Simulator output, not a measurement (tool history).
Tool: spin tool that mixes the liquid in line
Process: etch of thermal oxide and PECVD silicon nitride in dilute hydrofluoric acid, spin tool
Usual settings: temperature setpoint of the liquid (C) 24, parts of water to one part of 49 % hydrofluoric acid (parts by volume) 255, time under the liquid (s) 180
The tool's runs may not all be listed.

| run | hour | temperature setpoint of the liquid (C) | parts of water to one part of 49 % hydrofluoric acid (parts by volume) | time under the liquid (s) | read-back film thickness of the thermal oxide reference wafer, read on the same gauge (nm) | read-back film thickness of the PECVD silicon nitride reference wafer, read on the same gauge (nm) | thickness taken off the thermal oxide on a monitor wafer (angstrom) | thickness taken off the PECVD silicon nitride on a monitor wafer (angstrom) |
|---|---|---|---|---|---|---|---|---|
| 1 | 0 | 24 | 255 | 180 | 90.002 | 60.028 | 26.76 | 19.96 |
| 2 | 67.7 | 24 | 255 | 215 | 90.008 | 60 | 31.69 | 23.74 |
| 3 | 122 | 21.5 | 255 | 115 | 89.988 | 60.016 | 15.7 | 10.6 |
|  | 156.4 | hydrofluoric acid flow meter replaced |
| 4 | 193.7 | 24 | 255 | 180 | 90.005 | 60.054 | 26.29 | 19.11 |
| 5 | 257.8 | 24 | 255 | 180 | 89.984 | 60.017 | 25.81 | 18.45 |
| 6 | 321.7 | 20.5 | 255 | 180 | 90.036 | 60.009 | 22.85 | 14.54 |
| 7 | 364 | 26.5 | 255 | 120 | 90.011 | 60.014 | 18.67 | 14.18 |
| 8 | 403.3 | 24 | 255 | 180 | 90.023 | 59.985 | 26 | 17.54 |
|  | 427.5 | thermometer replaced |
| 9 | 449.2 | 26 | 310 | 180 | 90.019 | 60 | 23.16 | 19.23 |
| 10 | 480.2 | 24 | 255 | 180 | 90.01 | 60.005 | 27.13 | 20.15 |
| 11 | 508.3 | 24 | 255 | 180 | 89.993 | 59.983 | 27.38 | 20.06 |
|  | 524.5 | gauge calibrated |
| 12 | 563.2 | 22 | 150 | 95 | 90.015 | 60.008 | 25.5 | 15.69 |
| 13 | 626.7 | 24 | 255 | 180 | 89.985 | 59.994 | 27.29 | 19.63 |
| 14 | 667.6 | 22 | 130 | 180 | 90.053 | 59.977 | 54.39 | 33.07 |

Forecast run 15:
| 15 | 738.2 | 27.5 | 325 | 275 | ? | ? | ? | ? |

{"run 15": {"read-back film thickness of the thermal oxide reference wafer, read on the same gauge (nm)": 89.956, "read-back film thickness of the PECVD silicon nitride reference wafer, read on the same gauge (nm)": 59.987, "thickness taken off the thermal oxide on a monitor wafer (angstrom)": 33.07, "thickness taken off the PECVD silicon nitride on a monitor wafer (angstrom)": 28.04}}
Without the tool's hidden state the same run would have given thickness taken off the thermal oxide on a monitor wafer (angstrom) 35.16, thickness taken off the PECVD silicon nitride on a monitor wafer (angstrom) 31.27.
